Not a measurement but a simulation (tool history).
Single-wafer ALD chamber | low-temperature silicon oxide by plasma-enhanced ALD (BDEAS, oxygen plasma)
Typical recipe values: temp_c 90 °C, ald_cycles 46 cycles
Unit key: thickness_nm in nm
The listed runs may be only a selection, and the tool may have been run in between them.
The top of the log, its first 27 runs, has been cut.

| run | hour | temp_c | ald_cycles | read-back reference wafer on the same gauge, thickness_nm | thickness_nm |
|---|---|---|---|---|---|
| 28 | 686.2 | 90 | 46 | 8.696 | 7.716 |
| 29 | 717.7 | 80 | 51 | 8.687 | 8.848 |
| 30 | 743.6 | 100 | 38 | 8.691 | 6.166 |
| 31 | 779.3 | 95 | 46 | 8.693 | 7.587 |
| 32 | 806.4 | 105 | 42 | 8.681 | 6.801 |
| 33 | 820.9 | 90 | 46 | 8.691 | 7.707 |
| 34 | 853.7 | 83 | 43 | 8.686 | 7.363 |
| 35 | 866.9 | 99 | 51 | 8.687 | 8.352 |
| 36 | 892.9 | 99 | 51 | 8.691 | 8.315 |
| 37 | 912.9 | 80 | 37 | 8.689 | 6.391 |
| 38 | 937.9 | 105 | 41 | 8.683 | 6.581 |
| 39 | 972.3 | 86 | 37 | 8.694 | 6.273 |
| 40 | 985.2 | 96 | 41 | 8.686 | 6.706 |
| 41 | 1001.3 | 97 | 53 | 8.687 | 8.654 |
| 42 | 1029.2 | 90 | 50 | 8.687 | 8.351 |
| 43 | 1060.7 | 84 | 41 | 8.693 | 6.997 |
| 44 | 1094.9 | 98 | 40 | 8.689 | 6.517 |
| 45 | 1120.7 | 90 | 46 | 8.699 | 7.666 |
| 46 | 1151.2 | 90 | 46 | 8.691 | 7.654 |

Predict each of these 5 candidate next runs independently; none follows another, all start after run 46:
| A | 1151.7 | 90 | 46 | ? | ? |
| B | 1151.7 | 101 | 43 | ? | ? |
| C | 1151.7 | 98 | 37 | ? | ? |
| D | 1151.7 | 102 | 49 | ? | ? |
| E | 1151.7 | 96 | 49 | ? | ? |

| run | read-back reference wafer on the same gauge, thickness_nm | thickness_nm |
|---|---|---|
| A | 8.685 | 7.669 |
| B | 8.685 | 6.957 |
| C | 8.685 | 6.016 |
| D | 8.685 | 7.915 |
| E | 8.685 | 8.014 |
Without the tool's hidden state the same runs would have given:
| run | thickness_nm |
|---|---|
| A | 7.754 |
| B | 6.998 |
| C | 6.08 |
| D | 7.96 |
| E | 8.104 |
